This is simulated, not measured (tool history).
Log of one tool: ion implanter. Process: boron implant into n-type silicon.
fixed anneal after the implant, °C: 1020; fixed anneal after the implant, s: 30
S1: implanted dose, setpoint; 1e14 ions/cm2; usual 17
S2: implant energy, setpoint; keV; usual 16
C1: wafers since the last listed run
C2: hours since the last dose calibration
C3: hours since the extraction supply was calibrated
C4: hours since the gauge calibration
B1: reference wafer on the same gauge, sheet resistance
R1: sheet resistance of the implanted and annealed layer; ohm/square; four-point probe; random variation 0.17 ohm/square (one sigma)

| run | day | S1 | S2 | C1 | C2 | C3 | C4 | B1 | R1 |
|---|---|---|---|---|---|---|---|---|---|
| 1 | 0 | 17 | 16 | 0 | 524.5 | 1208.8 | 277.2 | 78.71 | 76.79 |
| 2 | 1.283 | 17 | 16 | 855 | 555.3 | 1239.6 | 308 | 78.69 | 76.73 |
| 3 | 2.475 | 17 | 12 | 794 | 583.9 | 1268.2 | 336.6 | 78.69 | 83.6 |
| 4 | 3.475 | 17 | 12 | 666 | 607.9 | 1292.2 | 360.6 | 78.71 | 83.38 |
| 5 | 5.871 | 17 | 12 | 1596 | 665.4 | 1349.7 | 418.1 | 78.66 | 84.09 |
| 6 | 8.304 | 17 | 16 | 1621 | 723.8 | 1408.1 | 476.5 | 78.67 | 76.24 |
| 7 | 9.546 | 17 | 16 | 827 | 753.6 | 1437.9 | 506.3 | 78.72 | 76.98 |
| 8 | 11.188 | 19.27 | 16 | 1094 | 793 | 1477.3 | 545.7 | 78.69 | 71.6 |
| 9 | 12.388 | 19.27 | 16 | 799 | 821.8 | 1506.1 | 574.5 | 78.71 | 71.37 |
| 10 | 13.967 | 20.38 | 16 | 1052 | 859.7 | 1544 | 612.4 | 78.66 | 69.8 |
| 11 | 16.35 | 20.38 | 16 | 1588 | 916.9 | 1601.2 | 669.6 | 78.69 | 69.78 |
| 12 | 17.667 | 20.38 | 16 | 877 | 948.5 | 1632.8 | 701.2 | 78.66 | 69.59 |
| 13 | 20.125 | 17 | 16 | 1638 | 1007.5 | 1691.8 | 760.2 | 78.72 | 76.7 |
| 14 | 22.625 | 17 | 16 | 1666 | 1067.5 | 1751.8 | 820.2 | 78.71 | 76.6 |
| 15 | 24.546 | 17 | 16 | 1280 | 1113.6 | 1797.9 | 866.3 | 78.72 | 76.92 |
| 16 | 26.038 | 17 | 16 | 994 | 1149.4 | 1833.7 | 902.1 | 78.7 | 77.16 |
| 17 | 27.804 | 17 | 19 | 1177 | 1191.8 | 1876.1 | 944.5 | 78.68 | 73.55 |
| 18 | 29.854 | 17 | 19 | 1366 | 1241 | 1925.3 | 993.7 | 78.68 | 73.88 |
| 19 | 32.175 | 14.96 | 16 | 1546 | 1296.7 | 1981 | 1049.4 | 78.73 | 82.83 |
| 20 | 34.329 | 17 | 16 | 1435 | 1348.4 | 2032.7 | 1101.1 | 78.72 | 77.06 |
| 21 | 40.292 | 17 | 20.5 | 3974 | 1491.5 | 2175.8 | 1244.2 | 78.68 | 72.69 |
| 22 | 43.071 | 17 | 16 | 1852 | 1558.2 | 2242.5 | 1310.9 | 78.68 | 77.32 |
| 23 | 45.5 | 19.27 | 16 | 1619 | 1616.5 | 2300.8 | 1369.2 | 78.66 | 72 |
|  | 45.992 | gauge calibrated |
| 24 | 46.725 | 19.35 | 14.5 | 816 | 1645.9 | 2330.2 | 17.6 | 78.72 | 74.52 |
|  | 48.929 | extraction supply calibrated |
| 25 | 49.217 | 17 | 12 | 1438 | 1705.7 | 6.9 | 77.4 | 78.73 | 83.25 |
|  | 51.117 | Faraday cup replaced and dose calibrated |
| 26 | 51.242 | 21.72 | 16 | 1127 | 3 | 55.5 | 126 | 78.69 | 67.06 |
| 27 | 52.746 | 17 | 21 | 1002 | 39.1 | 91.6 | 162.1 | 78.74 | 71.97 |
| 28 | 55.308 | 19.45 | 10.5 | 1707 | 100.6 | 153.1 | 223.6 | 78.72 | 82.95 |
| 29 | 58.292 | 17 | 16 | 1988 | 172.2 | 224.7 | 295.2 | 78.7 | 76.11 |
| 30 | 60.221 | 13.91 | 16 | 1285 | 218.5 | 271 | 341.5 | 78.7 | 86.52 |
| 31 | 62.579 | 17 | 16 | 1571 | 275.1 | 327.6 | 398.1 | 78.68 | 76.12 |
| 32 | 63.75 | 19.39 | 20 | 780 | 303.2 | 355.7 | 426.2 | 78.68 | 66.56 |
| 33 | 64.9 | 17 | 16 | 766 | 330.8 | 383.3 | 453.8 | 78.65 | 76.39 |
| 34 | 69.867 | 18.84 | 16 | 3310 | 450 | 502.5 | 573 | 78.67 | 72.01 |
| 35 | 71.012 | 13.91 | 16 | 763 | 477.5 | 530 | 600.5 | 78.69 | 86.76 |
| 36 | 72.625 | 17 | 14 | 1074 | 516.2 | 568.7 | 639.2 | 78.68 | 78.84 |
| 37 | 75.567 | 14.85 | 18 | 1960 | 586.8 | 639.3 | 709.8 | 78.67 | 81.09 |

The tool's hidden state at each run:
deviation of the true dose from the Faraday cup's reading, %: 0 in every run
gauge reads high (%): 0 in every run
H1: deviation of the true energy from its setpoint, %
| run | H1 |
|---|---|
| 1 | -1.54 |
| 2 | -1.58 |
| 3 | -1.63 |
| 4 | -1.66 |
| 5 | -1.75 |
| 6 | -1.85 |
| 7 | -1.9 |
| 8 | -1.97 |
| 9 | -2.02 |
| 10 | -2.09 |
| 11 | -2.2 |
| 12 | -2.27 |
| 13 | -2.38 |
| 14 | -2.51 |
| 15 | -2.61 |
| 16 | -2.69 |
| 17 | -2.78 |
| 18 | -2.9 |
| 19 | -3.03 |
| 20 | -3.15 |
| 21 | -3.52 |
| 22 | -3.7 |
| 23 | -3.86 |
| 24 | -3.94 |
| 25 | 0.515 |
| 26 | 0.513 |
| 27 | 0.51 |
| 28 | 0.501 |
| 29 | 0.484 |
| 30 | 0.471 |
| 31 | 0.45 |
| 32 | 0.438 |
| 33 | 0.426 |
| 34 | 0.362 |
| 35 | 0.345 |
| 36 | 0.319 |
| 37 | 0.268 |

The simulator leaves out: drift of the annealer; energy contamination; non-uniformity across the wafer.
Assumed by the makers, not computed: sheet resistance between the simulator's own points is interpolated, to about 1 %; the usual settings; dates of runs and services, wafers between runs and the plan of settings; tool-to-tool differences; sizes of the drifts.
